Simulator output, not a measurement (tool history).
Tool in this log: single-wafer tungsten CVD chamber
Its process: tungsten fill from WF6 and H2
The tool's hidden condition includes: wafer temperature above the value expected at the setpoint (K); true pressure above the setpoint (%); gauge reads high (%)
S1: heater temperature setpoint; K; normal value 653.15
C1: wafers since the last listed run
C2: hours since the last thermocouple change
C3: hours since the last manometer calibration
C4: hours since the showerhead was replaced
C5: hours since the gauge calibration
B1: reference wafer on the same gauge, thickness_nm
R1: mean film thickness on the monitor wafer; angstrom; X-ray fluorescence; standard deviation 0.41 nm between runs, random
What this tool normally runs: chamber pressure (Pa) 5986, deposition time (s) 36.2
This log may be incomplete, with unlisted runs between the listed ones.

run 1 hour=0.0 | S1=653.15 chamber_pressure_(Pa)=5986 deposition_time_(s)=36.2 | C1=0 C2=1996.9 C3=1746.2 C4=5360.5 C5=140.5 | B1=69.661 | R1=873.58
run 2 hour=31.6 | S1=653.15 chamber_pressure_(Pa)=5986 deposition_time_(s)=36.2 | C1=931 C2=2028.5 C3=1777.8 C4=5392.1 C5=172.1 | B1=69.562 | R1=871.95
run 3 hour=54.2 | S1=653.15 chamber_pressure_(Pa)=5986 deposition_time_(s)=36.2 | C1=666 C2=2051.1 C3=1800.4 C4=5414.7 C5=194.7 | B1=69.612 | R1=885.29
run 4 hour=77.8 | S1=653.15 chamber_pressure_(Pa)=5986 deposition_time_(s)=38.7 | C1=695 C2=2074.7 C3=1824.0 C4=5438.3 C5=218.3 | B1=69.573 | R1=949.48
run 5 hour=90.3 | S1=653.15 chamber_pressure_(Pa)=5986 deposition_time_(s)=38.7 | C1=368 C2=2087.2 C3=1836.5 C4=5450.8 C5=230.8 | B1=69.566 | R1=953.59
run 6 hour=124.8 | S1=653.15 chamber_pressure_(Pa)=5986 deposition_time_(s)=36.2 | C1=1017 C2=2121.7 C3=1871.0 C4=5485.3 C5=265.3 | B1=69.525 | R1=892.79
run 7 hour=144.1 | S1=653.15 chamber_pressure_(Pa)=5986 deposition_time_(s)=36.2 | C1=568 C2=2141.0 C3=1890.3 C4=5504.6 C5=284.6 | B1=69.564 | R1=892.02
-- hour=167.3 thermocouple changed; heater temperature recalibrated
run 8 hour=167.8 | S1=653.15 chamber_pressure_(Pa)=5986 deposition_time_(s)=36.2 | C1=462 C2=0.5 C3=1914.0 C4=5528.3 C5=308.3 | B1=69.685 | R1=797.30
run 9 hour=183.4 | S1=653.15 chamber_pressure_(Pa)=7146 deposition_time_(s)=36.2 | C1=459 C2=16.1 C3=1929.6 C4=5543.9 C5=323.9 | B1=69.545 | R1=887.88
-- hour=186.7 gauge calibrated
run 10 hour=207.1 | S1=653.15 chamber_pressure_(Pa)=5440 deposition_time_(s)=36.2 | C1=698 C2=39.8 C3=1953.3 C4=5567.6 C5=20.4 | B1=69.723 | R1=760.00
run 11 hour=226.5 | S1=653.15 chamber_pressure_(Pa)=5440 deposition_time_(s)=36.2 | C1=571 C2=59.2 C3=1972.7 C4=5587.0 C5=39.8 | B1=69.662 | R1=761.21
run 12 hour=256.6 | S1=644.15 chamber_pressure_(Pa)=4586 deposition_time_(s)=33.0 | C1=887 C2=89.3 C3=2002.8 C4=5617.1 C5=69.9 | B1=69.724 | R1=521.71
run 13 hour=275.2 | S1=653.15 chamber_pressure_(Pa)=5986 deposition_time_(s)=29.8 | C1=548 C2=107.9 C3=2021.4 C4=5635.7 C5=88.5 | B1=69.600 | R1=662.62
-- hour=291.4 capacitance manometer re-zeroed and calibrated
run 14 hour=307.4 | S1=653.15 chamber_pressure_(Pa)=5986 deposition_time_(s)=36.2 | C1=713 C2=140.1 C3=16.0 C4=5667.9 C5=120.7 | B1=69.557 | R1=799.25
run 15 hour=325.8 | S1=639.15 chamber_pressure_(Pa)=5546 deposition_time_(s)=41.8 | C1=542 C2=158.5 C3=34.4 C4=5686.3 C5=139.1 | B1=69.605 | R1=689.84
run 16 hour=357.7 | S1=660.15 chamber_pressure_(Pa)=4880 deposition_time_(s)=38.5 | C1=940 C2=190.4 C3=66.3 C4=5718.2 C5=171.0 | B1=69.649 | R1=854.81
run 17 hour=374.8 | S1=647.15 chamber_pressure_(Pa)=5160 deposition_time_(s)=36.2 | C1=504 C2=207.5 C3=83.4 C4=5735.3 C5=188.1 | B1=69.625 | R1=658.19
-- hour=400.4 showerhead replaced
run 18 hour=402.7 | S1=644.15 chamber_pressure_(Pa)=5986 deposition_time_(s)=41.8 | C1=586 C2=235.4 C3=111.3 C4=2.3 C5=216.0 | B1=69.589 | R1=794.04
run 19 hour=429.7 | S1=653.15 chamber_pressure_(Pa)=5986 deposition_time_(s)=36.2 | C1=795 C2=262.4 C3=138.3 C4=29.3 C5=243.0 | B1=69.477 | R1=807.48
run 20 hour=468.9 | S1=653.15 chamber_pressure_(Pa)=5986 deposition_time_(s)=36.2 | C1=1155 C2=301.6 C3=177.5 C4=68.5 C5=282.2 | B1=69.616 | R1=799.93

Run 21 comes next. What will it give?
run 21 hour=496.8 | S1=644.15 chamber_pressure_(Pa)=5360 deposition_time_(s)=39.7 | C1=822 C2=329.5 C3=205.4 C4=96.4 C5=310.1 | B1=? | R1=?

Run 21 came out at B1 69.587, R1 697.51 angstrom.
The same run, on a tool lacking any hidden state, would have yielded R1 696.35 angstrom.
